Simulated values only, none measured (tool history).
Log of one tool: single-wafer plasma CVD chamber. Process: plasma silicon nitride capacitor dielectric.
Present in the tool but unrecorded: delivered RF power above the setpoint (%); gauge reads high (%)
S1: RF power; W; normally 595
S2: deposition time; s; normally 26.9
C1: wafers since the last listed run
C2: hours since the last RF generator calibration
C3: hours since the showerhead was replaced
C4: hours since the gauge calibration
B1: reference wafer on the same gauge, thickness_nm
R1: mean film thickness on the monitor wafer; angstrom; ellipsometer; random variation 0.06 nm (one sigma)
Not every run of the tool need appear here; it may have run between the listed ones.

| run | hour | S1 | S2 | C1 | C2 | C3 | C4 | B1 | R1 |
|---|---|---|---|---|---|---|---|---|---|
| 1 | 0.0 | 595 | 26.9 | 0 | 1314.3 | 5869.0 | 35.6 | 39.988 | 394.76 |
| 2 | 30.6 | 595 | 26.9 | 834 | 1344.9 | 5899.6 | 66.2 | 39.983 | 394.02 |
| 3 | 62.9 | 595 | 26.9 | 880 | 1377.2 | 5931.9 | 98.5 | 40.002 | 393.77 |
| 4 | 88.4 | 510 | 26.9 | 695 | 1402.7 | 5957.4 | 124.0 | 40.001 | 382.83 |
| 5 | 109.8 | 595 | 26.9 | 583 | 1424.1 | 5978.8 | 145.4 | 39.981 | 393.87 |
| 6 | 135.9 | 595 | 26.9 | 711 | 1450.2 | 6004.9 | 171.5 | 40.023 | 393.10 |
| 7 | 168.8 | 595 | 26.9 | 897 | 1483.1 | 6037.8 | 204.4 | 40.004 | 393.17 |
| 8 | 183.5 | 655 | 22.9 | 400 | 1497.8 | 6052.5 | 219.1 | 40.007 | 341.49 |
| 9 | 200.2 | 655 | 22.9 | 455 | 1514.5 | 6069.2 | 235.8 | 40.019 | 342.31 |
|  | 259.5 | RF generator calibrated |
| 10 | 260.0 | 655 | 22.9 | 1412 | 0.5 | 6129.0 | 295.6 | 40.021 | 347.66 |
|  | 281.5 | showerhead replaced |
| 11 | 287.5 | 595 | 26.9 | 531 | 28.0 | 6.0 | 323.1 | 40.007 | 400.30 |
| 12 | 299.8 | 655 | 22.9 | 335 | 40.3 | 18.3 | 335.4 | 40.001 | 347.69 |
| 13 | 333.2 | 630 | 22.2 | 910 | 73.7 | 51.7 | 368.8 | 39.998 | 333.97 |
| 14 | 353.6 | 660 | 24.9 | 556 | 94.1 | 72.1 | 389.2 | 39.987 | 378.59 |
| 15 | 380.1 | 595 | 26.9 | 722 | 120.6 | 98.6 | 415.7 | 39.991 | 399.07 |
| 16 | 413.3 | 645 | 28.4 | 905 | 153.8 | 131.8 | 448.9 | 39.983 | 429.76 |
|  | 442.7 | gauge calibrated |
| 17 | 495.6 | 595 | 26.9 | 2244 | 236.1 | 214.1 | 52.9 | 39.988 | 400.11 |
| 18 | 516.3 | 515 | 28.8 | 564 | 256.8 | 234.8 | 73.6 | 39.990 | 415.41 |
| 19 | 546.1 | 680 | 31.0 | 812 | 286.6 | 264.6 | 103.4 | 39.990 | 472.98 |
| 20 | 559.4 | 505 | 31.3 | 362 | 299.9 | 277.9 | 116.7 | 39.989 | 449.79 |

Predict each of these 3 candidate next runs independently; none follows another, all start after run 20:
| A | 559.8 | 655 | 26.9 | 10 | 300.3 | 278.3 | 117.1 | ? | ? |
| B | 559.8 | 595 | 31.4 | 10 | 300.3 | 278.3 | 117.1 | ? | ? |
| C | 559.8 | 595 | 25.3 | 10 | 300.3 | 278.3 | 117.1 | ? | ? |

| run | B1 | R1 |
|---|---|---|
| A | 40.001 | 406.79 |
| B | 40.001 | 465.76 |
| C | 40.001 | 375.28 |
Without the tool's hidden state the same runs would have given:
| run | R1 |
|---|---|
| A | 408.18 |
| B | 467.36 |
| C | 376.57 |
